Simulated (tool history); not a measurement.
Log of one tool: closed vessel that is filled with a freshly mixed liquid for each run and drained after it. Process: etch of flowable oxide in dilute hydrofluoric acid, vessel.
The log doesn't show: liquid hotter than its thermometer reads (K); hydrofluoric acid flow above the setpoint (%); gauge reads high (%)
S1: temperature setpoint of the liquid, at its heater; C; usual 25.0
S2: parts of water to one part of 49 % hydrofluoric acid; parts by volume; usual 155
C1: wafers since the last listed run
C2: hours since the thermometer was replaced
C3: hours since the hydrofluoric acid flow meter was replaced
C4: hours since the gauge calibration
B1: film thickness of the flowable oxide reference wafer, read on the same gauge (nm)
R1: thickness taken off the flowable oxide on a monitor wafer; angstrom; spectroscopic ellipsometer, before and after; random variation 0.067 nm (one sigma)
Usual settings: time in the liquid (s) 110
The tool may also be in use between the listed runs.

Run 1, hour 0.0: usual settings but S2 190 parts by volume, time in the liquid (s) 125; C1 0; C2 2043.2; C3 124.1; C4 1480.3; B1 39.99. Result: R1 195.4 angstrom.
Run 2, hour 65.6: usual settings but S1 27.5 C; C1 4544; C2 2108.8; C3 189.7; C4 1545.9; B1 40.02. Result: R1 240.8 angstrom.
Run 3, hour 140.1: usual settings but S1 27.5 C; C1 5161; C2 2183.3; C3 264.2; C4 1620.4; B1 39.98. Result: R1 242.1 angstrom.
Run 4, hour 207.2: usual settings; C1 4648; C2 2250.4; C3 331.3; C4 1687.5; B1 39.97. Result: R1 219.8 angstrom.
Run 5, hour 281.4: usual settings; C1 5140; C2 2324.6; C3 405.5; C4 1761.7; B1 40.03. Result: R1 221.1 angstrom.
Run 6, hour 382.7: usual settings; C1 7017; C2 2425.9; C3 506.8; C4 1863.0; B1 40.02. Result: R1 222.4 angstrom.
Run 7, hour 602.9: usual settings; C1 15254; C2 2646.1; C3 727.0; C4 2083.2; B1 39.99. Result: R1 224.1 angstrom.
Run 8, hour 699.5: usual settings; C1 6692; C2 2742.7; C3 823.6; C4 2179.8; B1 40.02. Result: R1 224.7 angstrom.
At hour 737.4: hydrofluoric acid flow meter replaced.
Run 9, hour 793.7: usual settings; C1 6456; C2 2836.9; C3 56.3; C4 2274.0; B1 40.01. Result: R1 218.7 angstrom.
At hour 876.5: thermometer replaced.
Run 10, hour 901.5: usual settings; C1 7398; C2 25.0; C3 164.1; C4 2381.8; B1 39.98. Result: R1 218.5 angstrom.
Run 11, hour 1167.0: usual settings; C1 18392; C2 290.5; C3 429.6; C4 2647.3; B1 40.00. Result: R1 222.8 angstrom.
Run 12, hour 1246.8: usual settings but S2 185 parts by volume; C1 5528; C2 370.3; C3 509.4; C4 2727.1; B1 40.01. Result: R1 180.9 angstrom.
Run 13, hour 1326.5: usual settings; C1 5521; C2 450.0; C3 589.1; C4 2806.8; B1 40.00. Result: R1 224.0 angstrom.
Run 14, hour 1384.5: usual settings; C1 4018; C2 508.0; C3 647.1; C4 2864.8; B1 40.01. Result: R1 224.2 angstrom.
Run 15, hour 1427.4: usual settings; C1 2971; C2 550.9; C3 690.0; C4 2907.7; B1 39.99. Result: R1 225.6 angstrom.
Run 16, hour 1474.4: usual settings; C1 3255; C2 597.9; C3 737.0; C4 2954.7; B1 40.00. Result: R1 225.7 angstrom.
Run 17, hour 1563.8: usual settings but S1 23.5 C, S2 235 parts by volume, time in the liquid (s) 60; C1 6193; C2 687.3; C3 826.4; C4 3044.1; B1 40.00. Result: R1 70.3 angstrom.
Run 18, hour 1625.6: usual settings but S1 21.0 C, S2 130 parts by volume, time in the liquid (s) 145; C1 4281; C2 749.1; C3 888.2; C4 3105.9; B1 39.99. Result: R1 313.1 angstrom.
At hour 1673.9: hydrofluoric acid flow meter replaced.
Run 19, hour 1703.9: usual settings; C1 5355; C2 827.4; C3 30.0; C4 3184.2; B1 40.01. Result: R1 220.5 angstrom.
Run 20, hour 1774.9: usual settings; C1 4918; C2 898.4; C3 101.0; C4 3255.2; B1 39.96. Result: R1 220.2 angstrom.
Run 21, hour 1835.8: usual settings but S2 205 parts by volume; C1 4218; C2 959.3; C3 161.9; C4 3316.1; B1 39.99. Result: R1 158.1 angstrom.
At hour 1865.7: gauge calibrated.
Run 22, hour 1938.6: usual settings but S2 230 parts by volume, time in the liquid (s) 55; C1 7121; C2 1062.1; C3 264.7; C4 72.9; B1 40.03. Result: R1 69.0 angstrom.
Run 23, hour 1981.9: usual settings; C1 2999; C2 1105.4; C3 308.0; C4 116.2; B1 39.96. Result: R1 223.3 angstrom.
Run 24, hour 2050.5: usual settings but S1 22.0 C, S2 210 parts by volume; C1 4752; C2 1174.0; C3 376.6; C4 184.8; B1 40.01. Result: R1 137.8 angstrom.
Run 25, hour 2144.5: usual settings but S1 30.0 C, time in the liquid (s) 65; C1 6511; C2 1268.0; C3 470.6; C4 278.8; B1 39.98. Result: R1 158.9 angstrom.
Run 26, hour 2244.5: usual settings but S1 26.5 C, time in the liquid (s) 55; C1 6927; C2 1368.0; C3 570.6; C4 378.8; B1 40.01. Result: R1 118.8 angstrom.
Run 27, hour 2328.2: usual settings; C1 5798; C2 1451.7; C3 654.3; C4 462.5; B1 39.99. Result: R1 226.1 angstrom.
Run 28, hour 2372.3: usual settings but S1 22.5 C; C1 3055; C2 1495.8; C3 698.4; C4 506.6; B1 40.02. Result: R1 205.3 angstrom.
Run 29, hour 2446.9: usual settings but S1 27.0 C, time in the liquid (s) 90; C1 5168; C2 1570.4; C3 773.0; C4 581.2; B1 39.95. Result: R1 199.5 angstrom.
Run 30, hour 2502.7: usual settings; C1 3865; C2 1626.2; C3 828.8; C4 637.0; B1 40.01. Result: R1 227.0 angstrom.
At hour 2524.3: hydrofluoric acid flow meter replaced.
Run 31, hour 2571.7: usual settings but S1 26.5 C, S2 190 parts by volume, time in the liquid (s) 50; C1 4710; C2 1695.2; C3 47.4; C4 706.0; B1 39.97. Result: R1 82.1 angstrom.
Run 32, hour 2679.7: usual settings; C1 7481; C2 1803.2; C3 155.4; C4 814.0; B1 39.96. Result: R1 218.4 angstrom.
Run 33, hour 2723.5: usual settings but S2 95 parts by volume; C1 3034; C2 1847.0; C3 199.2; C4 857.8; B1 40.02. Result: R1 384.5 angstrom.

What the log doesn't show, run by run:
liquid hotter than its thermometer reads (K): 0 in every run
gauge reads high (%): 0 in every run
H1: hydrofluoric acid flow above the setpoint (%)
run     H1
  1  0.546
  2  0.784
  3   1.06
  4    1.3
  5   1.57
  6   1.94
  7   2.74
  8   3.09
  9  0.613
 10      1
 11   1.97
 12   2.26
 13   2.55
 14   2.76
 15   2.92
 16   3.09
 17   3.41
 18   3.64
 19  0.714
 20  0.972
 21   1.19
 22   1.57
 23   1.72
 24   1.97
 25   2.32
 26   2.68
 27   2.98
 28   3.14
 29   3.41
 30   3.62
 31  0.208
 32    0.6
 33  0.759
